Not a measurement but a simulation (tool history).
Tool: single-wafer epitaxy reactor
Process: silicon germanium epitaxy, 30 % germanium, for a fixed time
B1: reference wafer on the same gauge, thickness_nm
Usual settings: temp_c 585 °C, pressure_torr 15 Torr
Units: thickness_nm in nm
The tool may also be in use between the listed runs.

Run 1, hour 0: usual settings; B1 48.574. Result: thickness_nm 43.568 nm.
Run 2, hour 53.8: usual settings; B1 48.603. Result: thickness_nm 43.184 nm.
Run 3, hour 108.2: usual settings; B1 48.478. Result: thickness_nm 43.231 nm.
Run 4, hour 147.2: usual settings but temp_c 579 °C; B1 48.565. Result: thickness_nm 39.275 nm.
Run 5, hour 210.2: usual settings but temp_c 579 °C; B1 48.443. Result: thickness_nm 39.589 nm.
Run 6, hour 351: usual settings; B1 48.494. Result: thickness_nm 43.728 nm.
Run 7, hour 379.6: usual settings; B1 48.502. Result: thickness_nm 44.107 nm.
Run 8, hour 411.8: usual settings; B1 48.494. Result: thickness_nm 43.948 nm.
Run 9, hour 469.5: usual settings; B1 48.531. Result: thickness_nm 44.049 nm.
Run 10, hour 538.3: usual settings but pressure_torr 12.7 Torr; B1 48.508. Result: thickness_nm 40.513 nm.
Run 11, hour 615.9: usual settings but pressure_torr 12.7 Torr; B1 48.554. Result: thickness_nm 40.225 nm.
Run 12, hour 776.9: usual settings; B1 48.456. Result: thickness_nm 43.91 nm.
At hour 819.3: capacitance manometer re-zeroed and calibrated.
Run 13, hour 819.8: usual settings; B1 48.472. Result: thickness_nm 42.629 nm.
Run 14, hour 842.7: usual settings but temp_c 576 °C, pressure_torr 13.1 Torr; B1 48.567. Result: thickness_nm 33.678 nm.
Run 15, hour 902.6: usual settings; B1 48.491. Result: thickness_nm 42.383 nm.
Run 16, hour 962.5: usual settings; B1 48.407. Result: thickness_nm 42.366 nm.
Run 17, hour 1006.7: usual settings; B1 48.492. Result: thickness_nm 42.428 nm.
Run 18, hour 1049.4: usual settings but temp_c 575 °C, pressure_torr 18.5 Torr; B1 48.438. Result: thickness_nm 39.829 nm.
Run 19, hour 1106.9: usual settings but temp_c 574 °C; B1 48.465. Result: thickness_nm 35.081 nm.
At hour 1241.9: showerhead replaced.
Run 20, hour 1292.8: usual settings; B1 48.503. Result: thickness_nm 42.489 nm.
At hour 1322.4: pyrometer calibrated.
Run 21, hour 1346.6: usual settings but temp_c 592 °C, pressure_torr 13.3 Torr; B1 48.496. Result: thickness_nm 44.886 nm.
At hour 1354.2: gauge calibrated.
Run 22, hour 1409.4: usual settings but temp_c 578 °C, pressure_torr 16.4 Torr; B1 48.54. Result: thickness_nm 39.086 nm.
Run 23, hour 1456.4: usual settings but temp_c 590 °C; B1 48.527. Result: thickness_nm 46.425 nm.
Run 24, hour 1481.4: usual settings but temp_c 571 °C, pressure_torr 11.2 Torr; B1 48.407. Result: thickness_nm 28.54 nm.
Run 25, hour 1659.3: usual settings but temp_c 591 °C, pressure_torr 11.2 Torr; B1 48.587. Result: thickness_nm 40.311 nm.
Run 26, hour 1710.6: usual settings; B1 48.528. Result: thickness_nm 42.891 nm.
Run 27, hour 1780: usual settings but temp_c 580 °C, pressure_torr 11.4 Torr; B1 48.552. Result: thickness_nm 33.801 nm.

Forecast each of these 4 alternatives for the next run:
Run A, hour 1780.4: usual settings but pressure_torr 16.4 Torr; B1 ?. Result: thickness_nm ?.
Run B, hour 1780.4: usual settings but temp_c 580 °C, pressure_torr 17.7 Torr; B1 ?. Result: thickness_nm ?.
Run C, hour 1780.4: usual settings but temp_c 573 °C, pressure_torr 16.3 Torr; B1 ?. Result: thickness_nm ?.
Run D, hour 1780.4: usual settings but temp_c 597 °C; B1 ?. Result: thickness_nm ?.

run      B1  thickness_nm
  A  48.496        44.533
  B  48.496        42.413
  C  48.496        36.008
  D  48.496        52.207
Without the tool's hidden state the same runs would have given:
run  thickness_nm
  A        44.175
  B        42.072
  C        35.718
  D        51.787

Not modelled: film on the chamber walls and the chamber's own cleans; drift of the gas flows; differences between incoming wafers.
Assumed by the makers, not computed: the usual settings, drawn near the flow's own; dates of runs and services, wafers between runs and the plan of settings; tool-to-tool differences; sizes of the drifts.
